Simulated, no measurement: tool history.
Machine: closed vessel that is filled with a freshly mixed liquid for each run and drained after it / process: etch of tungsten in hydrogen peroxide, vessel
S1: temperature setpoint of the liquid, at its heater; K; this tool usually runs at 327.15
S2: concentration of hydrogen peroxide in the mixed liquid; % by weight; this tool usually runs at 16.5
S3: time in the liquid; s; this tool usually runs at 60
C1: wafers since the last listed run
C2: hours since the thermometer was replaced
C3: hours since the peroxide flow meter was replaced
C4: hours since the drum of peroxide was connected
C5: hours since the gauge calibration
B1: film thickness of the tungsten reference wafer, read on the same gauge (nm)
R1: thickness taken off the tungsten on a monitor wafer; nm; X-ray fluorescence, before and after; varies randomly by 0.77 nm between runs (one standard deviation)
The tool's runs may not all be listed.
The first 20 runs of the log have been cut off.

Run 21, hour 575.2: usual settings but S1 331.65 K, S2 15.0 % by weight, S3 40 s; C1 3133; C2 35.8; C3 210.3; C4 126.4; C5 365.8; B1 30.01. Result: R1 152.82 nm.
Run 22, hour 610.2: usual settings but S1 320.15 K, S3 85 s; C1 4873; C2 70.8; C3 245.3; C4 161.4; C5 400.8; B1 30.02. Result: R1 169.80 nm.
Run 23, hour 633.2: usual settings but S1 332.15 K, S2 13.0 % by weight, S3 90 s; C1 3202; C2 93.8; C3 268.3; C4 184.4; C5 423.8; B1 30.02. Result: R1 326.86 nm.
Run 24, hour 665.4: usual settings; C1 4484; C2 126.0; C3 300.5; C4 216.6; C5 456.0; B1 29.98. Result: R1 184.16 nm.
Run 25, hour 699.4: usual settings but S1 332.65 K, S2 12.0 % by weight, S3 85 s; C1 4734; C2 160.0; C3 334.5; C4 250.6; C5 490.0; B1 30.01. Result: R1 306.88 nm.
Run 26, hour 718.2: usual settings; C1 2617; C2 178.8; C3 353.3; C4 269.4; C5 508.8; B1 30.02. Result: R1 183.07 nm.
Run 27, hour 739.6: usual settings but S3 80 s; C1 2980; C2 200.2; C3 374.7; C4 290.8; C5 530.2; B1 30.00. Result: R1 245.17 nm.
Run 28, hour 769.8: usual settings but S1 337.15 K; C1 4205; C2 230.4; C3 404.9; C4 321.0; C5 560.4; B1 29.98. Result: R1 328.49 nm.
Run 29, hour 785.3: usual settings but S2 21.0 % by weight; C1 2158; C2 245.9; C3 420.4; C4 336.5; C5 575.9; B1 30.00. Result: R1 207.98 nm.
Run 30, hour 817.9: usual settings; C1 4539; C2 278.5; C3 453.0; C4 369.1; C5 608.5; B1 30.01. Result: R1 183.94 nm.

Each row is a separate what-if for the run after 30, all from the same tool condition, not one after another. Results?
Run A, hour 818.6: usual settings but S1 332.65 K; C1 97; C2 279.2; C3 453.7; C4 369.8; C5 609.2; B1 ?. Result: R1 ?.
Run B, hour 818.6: usual settings but S1 320.15 K, S2 13.5 % by weight, S3 40 s; C1 97; C2 279.2; C3 453.7; C4 369.8; C5 609.2; B1 ?. Result: R1 ?.
Run C, hour 818.6: usual settings but S3 90 s; C1 97; C2 279.2; C3 453.7; C4 369.8; C5 609.2; B1 ?. Result: R1 ?.
Run D, hour 818.6: usual settings but S2 13.0 % by weight; C1 97; C2 279.2; C3 453.7; C4 369.8; C5 609.2; B1 ?. Result: R1 ?.

run     B1      R1
  A  30.00  254.58
  B  30.00   72.58
  C  30.00  276.58
  D  30.00  163.67
What these runs would have given with no unlogged condition in the tool:
run      R1
  A  250.06
  B   71.29
  C  271.67
  D  160.76

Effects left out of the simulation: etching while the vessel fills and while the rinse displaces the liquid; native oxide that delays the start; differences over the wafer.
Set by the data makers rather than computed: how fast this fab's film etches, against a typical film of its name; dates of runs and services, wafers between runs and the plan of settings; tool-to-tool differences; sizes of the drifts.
